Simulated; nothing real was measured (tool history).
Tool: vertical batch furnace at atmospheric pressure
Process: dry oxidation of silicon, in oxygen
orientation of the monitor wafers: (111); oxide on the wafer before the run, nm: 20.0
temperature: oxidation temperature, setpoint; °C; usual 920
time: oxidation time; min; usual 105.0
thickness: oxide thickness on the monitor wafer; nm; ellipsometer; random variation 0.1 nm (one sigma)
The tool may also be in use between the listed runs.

run	hour	temperature	time	wafers since the last listed run	hours since the last temperature calibration	hours since the boat lift was adjusted	hours since the gauge calibration	read-back reference wafer on the same gauge, thickness	thickness
1	0.0	920	105.0	0	2633.5	3629.3	212.1	61.89	66.97
2	216.0	920	105.0	2226	2849.5	3845.3	428.1	61.92	67.15
3	266.4	920	105.0	519	2899.9	3895.7	478.5	61.88	67.54
4	295.7	909	105.0	302	2929.2	3925.0	507.8	61.88	61.77
5	361.4	909	105.0	677	2994.9	3990.7	573.5	61.89	61.84
# hour 405.0: thermocouples replaced and temperature profile calibrated
# hour 432.3: boat lift adjusted
6	432.8	909	105.0	241	27.8	0.5	644.9	61.89	62.01
7	467.9	915	105.0	361	62.9	35.6	680.0	61.90	64.93
# hour 492.6: gauge calibrated
8	500.7	929	55.5	338	95.7	68.4	8.1	61.90	51.38
9	556.1	912	156.0	571	151.1	123.8	63.5	61.89	78.99
10	586.6	920	67.0	314	181.6	154.3	94.0	61.90	53.07
11	619.7	920	105.0	341	214.7	187.4	127.1	61.90	67.11
12	682.3	920	105.0	645	277.3	250.0	189.7	61.91	67.00
13	724.8	920	83.0	438	319.8	292.5	232.2	61.92	59.27
14	770.4	897	139.0	470	365.4	338.1	277.8	61.89	65.08

The tool's hidden state at each run:
gauge reads high (%): 0 in every run
H1: true tube temperature minus thermocouple reading, K
H2: monitor wafer colder than the profiled boat position, K
run	H1	H2
1	3.93	3.99
2	4.53	4.03
3	4.67	4.04
4	4.76	4.04
5	4.96	4.05
6	1.02	0.0564
7	1.03	0.174
8	1.03	0.28
9	1.03	0.454
10	1.04	0.546
11	1.05	0.644
12	1.06	0.822
13	1.07	0.938
14	1.09	1.06
